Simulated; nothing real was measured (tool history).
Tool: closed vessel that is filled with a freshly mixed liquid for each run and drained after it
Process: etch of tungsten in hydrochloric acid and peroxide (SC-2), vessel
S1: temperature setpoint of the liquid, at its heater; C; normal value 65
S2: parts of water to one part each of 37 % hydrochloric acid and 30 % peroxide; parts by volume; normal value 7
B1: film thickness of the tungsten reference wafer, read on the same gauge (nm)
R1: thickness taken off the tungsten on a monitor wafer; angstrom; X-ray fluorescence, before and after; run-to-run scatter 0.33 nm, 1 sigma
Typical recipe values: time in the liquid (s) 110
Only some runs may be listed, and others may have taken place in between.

run 1 hour=0 | S1=65 S2=6 time_in_the_liquid_(s)=110 | B1=89.98 | R1=668.6
run 2 hour=18 | S1=65 S2=6 time_in_the_liquid_(s)=110 | B1=90 | R1=668.4
run 3 hour=50 | S1=65 S2=7 time_in_the_liquid_(s)=110 | B1=90.01 | R1=602.6
run 4 hour=77.8 | S1=65 S2=7 time_in_the_liquid_(s)=110 | B1=90 | R1=598.2
run 5 hour=94.3 | S1=65 S2=7 time_in_the_liquid_(s)=110 | B1=90 | R1=609.2
run 6 hour=122.9 | S1=65 S2=7 time_in_the_liquid_(s)=125 | B1=90 | R1=689.8
run 7 hour=141.3 | S1=65 S2=7 time_in_the_liquid_(s)=125 | B1=90.01 | R1=681.9
run 8 hour=163.2 | S1=65 S2=7 time_in_the_liquid_(s)=125 | B1=90 | R1=693
-- hour=167.6 gauge calibrated
run 9 hour=191.9 | S1=56 S2=4 time_in_the_liquid_(s)=90 | B1=90 | R1=425.3
run 10 hour=204.7 | S1=71 S2=7 time_in_the_liquid_(s)=130 | B1=90.01 | R1=1034.8
run 11 hour=240.1 | S1=69 S2=10 time_in_the_liquid_(s)=110 | B1=89.98 | R1=590.9
run 12 hour=267.5 | S1=65 S2=7 time_in_the_liquid_(s)=110 | B1=89.99 | R1=617.1
run 13 hour=296 | S1=65 S2=8.5 time_in_the_liquid_(s)=55 | B1=90.02 | R1=267.8
-- hour=307 chemicals flow meter replaced
-- hour=311.6 thermometer replaced
-- hour=315.4 new drum of peroxide connected
run 14 hour=320.7 | S1=65 S2=10 time_in_the_liquid_(s)=110 | B1=89.99 | R1=431.8
run 15 hour=338 | S1=65 S2=8.5 time_in_the_liquid_(s)=110 | B1=90 | R1=489.1
run 16 hour=365.6 | S1=65 S2=6 time_in_the_liquid_(s)=110 | B1=90 | R1=647.1
run 17 hour=395.7 | S1=69 S2=6 time_in_the_liquid_(s)=110 | B1=90 | R1=826.2

Forecast each of these 5 alternatives for the next run:
run A hour=396.4 | S1=65 S2=7 time_in_the_liquid_(s)=110 | B1=? | R1=?
run B hour=396.4 | S1=65 S2=7 time_in_the_liquid_(s)=75 | B1=? | R1=?
run C hour=396.4 | S1=72 S2=4 time_in_the_liquid_(s)=150 | B1=? | R1=?
run D hour=396.4 | S1=72 S2=7 time_in_the_liquid_(s)=110 | B1=? | R1=?
run E hour=396.4 | S1=57 S2=7 time_in_the_liquid_(s)=110 | B1=? | R1=?

run=A B1=90 R1=580.2
run=B B1=90 R1=395.6
run=C B1=90 R1=1797.1
run=D B1=90 R1=881
run=E B1=90 R1=352.3
Stripped of hidden state, with their random variation kept, the same runs would have yielded:
run=A R1=569.4
run=B R1=388.2
run=C R1=1768.4
run=D R1=864.5
run=E R1=345.7
